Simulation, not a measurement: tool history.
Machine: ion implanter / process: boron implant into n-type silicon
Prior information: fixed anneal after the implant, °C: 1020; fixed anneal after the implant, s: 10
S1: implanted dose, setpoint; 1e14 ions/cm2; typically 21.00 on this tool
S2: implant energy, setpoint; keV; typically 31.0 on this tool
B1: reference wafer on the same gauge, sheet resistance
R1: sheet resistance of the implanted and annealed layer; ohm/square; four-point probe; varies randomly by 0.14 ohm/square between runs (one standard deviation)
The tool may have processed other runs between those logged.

{"run": 1, "day": 0.0, "S1": 21.0, "S2": 31.0, "B1": 70.05, "R1": 66.77}
{"run": 2, "day": 2.221, "S1": 21.0, "S2": 31.0, "B1": 70.11, "R1": 66.87}
{"run": 3, "day": 4.258, "S1": 24.26, "S2": 36.0, "B1": 70.17, "R1": 59.26}
{"run": 4, "day": 5.65, "S1": 24.26, "S2": 36.0, "B1": 70.14, "R1": 59.48}
{"run": 5, "day": 12.783, "S1": 24.26, "S2": 36.0, "B1": 70.3, "R1": 59.49}
{"run": 6, "day": 13.792, "S1": 21.0, "S2": 31.0, "B1": 70.35, "R1": 67.02}
{"run": 7, "day": 15.875, "S1": 21.0, "S2": 31.0, "B1": 70.36, "R1": 67.17}
{"run": 8, "day": 17.975, "S1": 16.34, "S2": 38.0, "B1": 70.44, "R1": 78.59}
{"run": 9, "day": 20.279, "S1": 16.34, "S2": 38.0, "B1": 70.57, "R1": 78.82}
{"run": 10, "day": 22.342, "S1": 16.34, "S2": 38.0, "B1": 70.54, "R1": 78.91}
{"run": 11, "day": 25.325, "S1": 17.03, "S2": 31.0, "B1": 70.65, "R1": 78.15}
{"run": 12, "day": 27.771, "S1": 17.03, "S2": 31.0, "B1": 70.84, "R1": 77.94}
{"day": 28.542, "done": "Faraday cup replaced and dose calibrated"}
{"run": 13, "day": 29.2, "S1": 17.03, "S2": 31.0, "B1": 70.88, "R1": 78.67}
{"run": 14, "day": 30.562, "S1": 21.0, "S2": 31.0, "B1": 70.94, "R1": 67.83}
{"run": 15, "day": 32.333, "S1": 21.0, "S2": 31.0, "B1": 71.1, "R1": 67.57}
{"run": 16, "day": 33.588, "S1": 21.0, "S2": 31.0, "B1": 71.12, "R1": 67.62}
{"run": 17, "day": 35.512, "S1": 16.34, "S2": 38.0, "B1": 71.27, "R1": 79.93}
{"day": 38.854, "done": "gauge calibrated"}
{"day": 43.5, "done": "extraction supply calibrated"}
{"run": 18, "day": 44.175, "S1": 21.0, "S2": 36.0, "B1": 70.23, "R1": 65.21}
{"run": 19, "day": 46.354, "S1": 21.0, "S2": 31.0, "B1": 70.19, "R1": 67.05}
{"run": 20, "day": 48.5, "S1": 15.22, "S2": 40.0, "B1": 70.28, "R1": 82.9}
{"run": 21, "day": 50.683, "S1": 21.0, "S2": 31.0, "B1": 70.26, "R1": 67.05}
{"run": 22, "day": 51.754, "S1": 21.0, "S2": 34.5, "B1": 70.31, "R1": 65.85}
{"run": 23, "day": 53.85, "S1": 23.19, "S2": 26.0, "B1": 70.33, "R1": 65.67}
{"run": 24, "day": 56.296, "S1": 21.0, "S2": 31.0, "B1": 70.44, "R1": 67.27}
{"run": 25, "day": 59.154, "S1": 26.52, "S2": 22.0, "B1": 70.54, "R1": 64.96}
{"run": 26, "day": 60.442, "S1": 17.87, "S2": 34.0, "B1": 70.61, "R1": 74.47}
{"run": 27, "day": 64.208, "S1": 23.21, "S2": 40.5, "B1": 70.65, "R1": 60.21}
{"run": 28, "day": 65.875, "S1": 21.0, "S2": 31.0, "B1": 70.74, "R1": 67.59}
{"run": 29, "day": 68.354, "S1": 18.49, "S2": 41.5, "B1": 70.84, "R1": 71.26}
{"run": 30, "day": 69.583, "S1": 26.32, "S2": 25.0, "B1": 70.88, "R1": 62.87}
{"run": 31, "day": 71.446, "S1": 16.53, "S2": 21.0, "B1": 70.97, "R1": 84.78}
{"run": 32, "day": 72.829, "S1": 18.27, "S2": 27.5, "B1": 71.04, "R1": 75.62}
{"run": 33, "day": 74.971, "S1": 14.9, "S2": 31.0, "B1": 71.17, "R1": 86.84}

Alternative continuations, all from the tool just after run 33; predict every row:
{"run": "A", "day": 74.988, "S1": 21.0, "S2": 31.0, "B1": "?", "R1": "?"}
{"run": "B", "day": 74.988, "S1": 23.89, "S2": 31.0, "B1": "?", "R1": "?"}
{"run": "C", "day": 74.988, "S1": 24.15, "S2": 22.5, "B1": "?", "R1": "?"}
{"run": "D", "day": 74.988, "S1": 14.77, "S2": 20.5, "B1": "?", "R1": "?"}
{"run": "E", "day": 74.988, "S1": 17.19, "S2": 21.5, "B1": "?", "R1": "?"}

run=A B1=71.13 R1=67.87
run=B B1=71.13 R1=62.59
run=C B1=71.13 R1=67.73
run=D B1=71.13 R1=91.79
run=E B1=71.13 R1=82.48
The same runs, with their run-to-run variation unchanged, on a tool lacking any hidden condition would have given:
run=A R1=66.86
run=B R1=61.66
run=C R1=66.72
run=D R1=90.42
run=E R1=81.25

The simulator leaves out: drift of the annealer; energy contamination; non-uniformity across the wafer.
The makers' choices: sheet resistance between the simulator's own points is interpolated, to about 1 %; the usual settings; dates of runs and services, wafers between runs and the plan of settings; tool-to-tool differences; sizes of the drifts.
